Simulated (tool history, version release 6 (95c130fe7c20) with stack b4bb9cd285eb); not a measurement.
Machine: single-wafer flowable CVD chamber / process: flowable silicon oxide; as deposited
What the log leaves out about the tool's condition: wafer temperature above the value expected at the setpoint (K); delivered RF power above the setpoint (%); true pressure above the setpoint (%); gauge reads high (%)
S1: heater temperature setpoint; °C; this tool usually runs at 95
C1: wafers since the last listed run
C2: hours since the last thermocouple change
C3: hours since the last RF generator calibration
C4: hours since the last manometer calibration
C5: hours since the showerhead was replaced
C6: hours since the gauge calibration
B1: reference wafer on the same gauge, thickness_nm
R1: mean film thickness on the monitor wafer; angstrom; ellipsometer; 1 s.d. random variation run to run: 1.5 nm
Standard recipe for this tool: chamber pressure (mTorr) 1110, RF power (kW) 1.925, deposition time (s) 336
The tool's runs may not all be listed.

{"run": 1, "day": 0.0, "S1": 95, "chamber pressure (mTorr)": 1110, "RF power (kW)": 1.925, "deposition time (s)": 336, "C1": 0, "C2": 1903.1, "C3": 860.2, "C4": 385.4, "C5": 2893, "C6": 507.3, "B1": 398.907, "R1": 3520.61}
{"run": 2, "day": 3.488, "S1": 95, "chamber pressure (mTorr)": 1000, "RF power (kW)": 1.925, "deposition time (s)": 336, "C1": 494, "C2": 1986.8, "C3": 943.9, "C4": 469.1, "C5": 2976.7, "C6": 591, "B1": 400.103, "R1": 3180.12}
{"day": 5.583, "done": "RF generator calibrated"}
{"run": 3, "day": 5.604, "S1": 95, "chamber pressure (mTorr)": 1110, "RF power (kW)": 1.925, "deposition time (s)": 336, "C1": 252, "C2": 2037.6, "C3": 0.5, "C4": 519.9, "C5": 3027.5, "C6": 641.8, "B1": 399.394, "R1": 3579.41}
{"run": 4, "day": 7.304, "S1": 95, "chamber pressure (mTorr)": 1110, "RF power (kW)": 1.925, "deposition time (s)": 336, "C1": 241, "C2": 2078.4, "C3": 41.3, "C4": 560.7, "C5": 3068.3, "C6": 682.6, "B1": 398.819, "R1": 3596.52}
{"run": 5, "day": 9.879, "S1": 95, "chamber pressure (mTorr)": 1110, "RF power (kW)": 1.925, "deposition time (s)": 336, "C1": 365, "C2": 2140.2, "C3": 103.1, "C4": 622.5, "C5": 3130.1, "C6": 744.4, "B1": 398.635, "R1": 3600.97}
{"run": 6, "day": 14.129, "S1": 95, "chamber pressure (mTorr)": 1280, "RF power (kW)": 1.925, "deposition time (s)": 336, "C1": 602, "C2": 2242.2, "C3": 205.1, "C4": 724.5, "C5": 3232.1, "C6": 846.4, "B1": 398.46, "R1": 4123.37}
{"run": 7, "day": 15.738, "S1": 95, "chamber pressure (mTorr)": 1280, "RF power (kW)": 1.925, "deposition time (s)": 336, "C1": 228, "C2": 2280.8, "C3": 243.7, "C4": 763.1, "C5": 3270.7, "C6": 885, "B1": 399.379, "R1": 4109.6}
{"run": 8, "day": 17.804, "S1": 95, "chamber pressure (mTorr)": 1280, "RF power (kW)": 1.925, "deposition time (s)": 336, "C1": 293, "C2": 2330.4, "C3": 293.3, "C4": 812.7, "C5": 3320.3, "C6": 934.6, "B1": 398.958, "R1": 4120.41}
{"run": 9, "day": 21.292, "S1": 95, "chamber pressure (mTorr)": 1110, "RF power (kW)": 2.235, "deposition time (s)": 336, "C1": 494, "C2": 2414.1, "C3": 377, "C4": 896.4, "C5": 3404, "C6": 1018.3, "B1": 398.555, "R1": 3671.01}
{"run": 10, "day": 24.762, "S1": 95, "chamber pressure (mTorr)": 1110, "RF power (kW)": 1.825, "deposition time (s)": 336, "C1": 492, "C2": 2497.4, "C3": 460.3, "C4": 979.7, "C5": 3487.3, "C6": 1101.6, "B1": 399.679, "R1": 3518.88}
{"day": 27.821, "done": "gauge calibrated"}
{"run": 11, "day": 27.921, "S1": 95, "chamber pressure (mTorr)": 1110, "RF power (kW)": 1.825, "deposition time (s)": 336, "C1": 447, "C2": 2573.2, "C3": 536.1, "C4": 1055.5, "C5": 3563.1, "C6": 2.4, "B1": 398.56, "R1": 3492.89}
{"run": 12, "day": 29.85, "S1": 95, "chamber pressure (mTorr)": 1110, "RF power (kW)": 1.925, "deposition time (s)": 336, "C1": 273, "C2": 2619.5, "C3": 582.4, "C4": 1101.8, "C5": 3609.4, "C6": 48.7, "B1": 398.237, "R1": 3542.89}
{"run": 13, "day": 33.529, "S1": 100, "chamber pressure (mTorr)": 1320, "RF power (kW)": 1.615, "deposition time (s)": 296, "C1": 521, "C2": 2707.8, "C3": 670.7, "C4": 1190.1, "C5": 3697.7, "C6": 137, "B1": 399.122, "R1": 2932.82}
{"run": 14, "day": 36.817, "S1": 95, "chamber pressure (mTorr)": 1110, "RF power (kW)": 2.28, "deposition time (s)": 336, "C1": 466, "C2": 2786.7, "C3": 749.6, "C4": 1269, "C5": 3776.6, "C6": 215.9, "B1": 400.069, "R1": 3662.29}
{"run": 15, "day": 38.408, "S1": 95, "chamber pressure (mTorr)": 1110, "RF power (kW)": 1.925, "deposition time (s)": 336, "C1": 225, "C2": 2824.9, "C3": 787.8, "C4": 1307.2, "C5": 3814.8, "C6": 254.1, "B1": 398.996, "R1": 3571.16}
{"run": 16, "day": 40.888, "S1": 95, "chamber pressure (mTorr)": 1110, "RF power (kW)": 1.825, "deposition time (s)": 336, "C1": 351, "C2": 2884.4, "C3": 847.3, "C4": 1366.7, "C5": 3874.3, "C6": 313.6, "B1": 399.984, "R1": 3502.86}
{"run": 17, "day": 43.242, "S1": 90, "chamber pressure (mTorr)": 980, "RF power (kW)": 2.23, "deposition time (s)": 373, "C1": 333, "C2": 2940.9, "C3": 903.8, "C4": 1423.2, "C5": 3930.8, "C6": 370.1, "B1": 398.307, "R1": 4298.97}
{"day": 43.929, "done": "thermocouple changed; heater temperature recalibrated"}
{"run": 18, "day": 46.571, "S1": 95, "chamber pressure (mTorr)": 1110, "RF power (kW)": 2.03, "deposition time (s)": 336, "C1": 424, "C2": 63.4, "C3": 983.7, "C4": 1503.1, "C5": 4010.7, "C6": 450, "B1": 398.747, "R1": 3571.62}
{"run": 19, "day": 48.362, "S1": 100, "chamber pressure (mTorr)": 1270, "RF power (kW)": 1.63, "deposition time (s)": 403, "C1": 254, "C2": 106.4, "C3": 1026.7, "C4": 1546.1, "C5": 4053.7, "C6": 493, "B1": 399.659, "R1": 3808.64}
{"day": 49.446, "done": "showerhead replaced"}
{"day": 49.725, "done": "RF generator calibrated"}
{"run": 20, "day": 53.4, "S1": 95, "chamber pressure (mTorr)": 840, "RF power (kW)": 1.925, "deposition time (s)": 394, "C1": 627, "C2": 227.3, "C3": 88.2, "C4": 1667, "C5": 94.9, "C6": 613.9, "B1": 399.382, "R1": 3146.32}
{"day": 54.762, "done": "capacitance manometer re-zeroed and calibrated"}
{"run": 21, "day": 55.912, "S1": 95, "chamber pressure (mTorr)": 1110, "RF power (kW)": 1.62, "deposition time (s)": 313, "C1": 309, "C2": 287.6, "C3": 148.5, "C4": 27.6, "C5": 155.2, "C6": 674.2, "B1": 398.724, "R1": 3167.03}
{"run": 22, "day": 59.45, "S1": 95, "chamber pressure (mTorr)": 1110, "RF power (kW)": 1.925, "deposition time (s)": 336, "C1": 501, "C2": 372.5, "C3": 233.4, "C4": 112.5, "C5": 240.1, "C6": 759.1, "B1": 399.067, "R1": 3572.72}
{"run": 23, "day": 62.825, "S1": 95, "chamber pressure (mTorr)": 1220, "RF power (kW)": 2.085, "deposition time (s)": 336, "C1": 478, "C2": 453.5, "C3": 314.4, "C4": 193.5, "C5": 321.1, "C6": 840.1, "B1": 399.033, "R1": 4021.44}
{"run": 24, "day": 65.562, "S1": 105, "chamber pressure (mTorr)": 1220, "RF power (kW)": 2.135, "deposition time (s)": 353, "C1": 388, "C2": 519.2, "C3": 380.1, "C4": 259.2, "C5": 386.8, "C6": 905.8, "B1": 399.081, "R1": 2884.89}
{"run": 25, "day": 69.454, "S1": 107, "chamber pressure (mTorr)": 1290, "RF power (kW)": 2.17, "deposition time (s)": 295, "C1": 551, "C2": 612.6, "C3": 473.5, "C4": 352.6, "C5": 480.2, "C6": 999.2, "B1": 398.405, "R1": 2369.48}
{"run": 26, "day": 73.083, "S1": 91, "chamber pressure (mTorr)": 1110, "RF power (kW)": 1.8, "deposition time (s)": 336, "C1": 514, "C2": 699.7, "C3": 560.6, "C4": 439.7, "C5": 567.3, "C6": 1086.3, "B1": 398.577, "R1": 4083.23}
{"day": 74.575, "done": "gauge calibrated"}
{"run": 27, "day": 76.025, "S1": 95, "chamber pressure (mTorr)": 1110, "RF power (kW)": 2.08, "deposition time (s)": 291, "C1": 417, "C2": 770.3, "C3": 631.2, "C4": 510.3, "C5": 637.9, "C6": 34.8, "B1": 399.471, "R1": 3128.33}

What if the next run were any one of these 5? Each begins from the tool's condition after run 27:
{"run": "A", "day": 76.046, "S1": 95, "chamber pressure (mTorr)": 1110, "RF power (kW)": 1.925, "deposition time (s)": 336, "C1": 2, "C2": 770.8, "C3": 631.7, "C4": 510.8, "C5": 638.4, "C6": 35.3, "B1": "?", "R1": "?"}
{"run": "B", "day": 76.046, "S1": 81, "chamber pressure (mTorr)": 890, "RF power (kW)": 2.27, "deposition time (s)": 336, "C1": 2, "C2": 770.8, "C3": 631.7, "C4": 510.8, "C5": 638.4, "C6": 35.3, "B1": "?", "R1": "?"}
{"run": "C", "day": 76.046, "S1": 85, "chamber pressure (mTorr)": 1110, "RF power (kW)": 1.925, "deposition time (s)": 298, "C1": 2, "C2": 770.8, "C3": 631.7, "C4": 510.8, "C5": 638.4, "C6": 35.3, "B1": "?", "R1": "?"}
{"run": "D", "day": 76.046, "S1": 82, "chamber pressure (mTorr)": 1320, "RF power (kW)": 1.925, "deposition time (s)": 382, "C1": 2, "C2": 770.8, "C3": 631.7, "C4": 510.8, "C5": 638.4, "C6": 35.3, "B1": "?", "R1": "?"}
{"run": "E", "day": 76.046, "S1": 95, "chamber pressure (mTorr)": 1110, "RF power (kW)": 1.57, "deposition time (s)": 336, "C1": 2, "C2": 770.8, "C3": 631.7, "C4": 510.8, "C5": 638.4, "C6": 35.3, "B1": "?", "R1": "?"}

run=A B1=398.759 R1=3519.23
run=B B1=398.759 R1=4728.08
run=C B1=398.759 R1=4463.25
run=D B1=398.759 R1=7545.74
run=E B1=398.759 R1=3309.02
With the hidden condition removed and each run's random variation left untouched, the same runs would have given:
run=A R1=3556.98
run=B R1=4763.1
run=C R1=4511.12
run=D R1=7626.69
run=E R1=3363.24
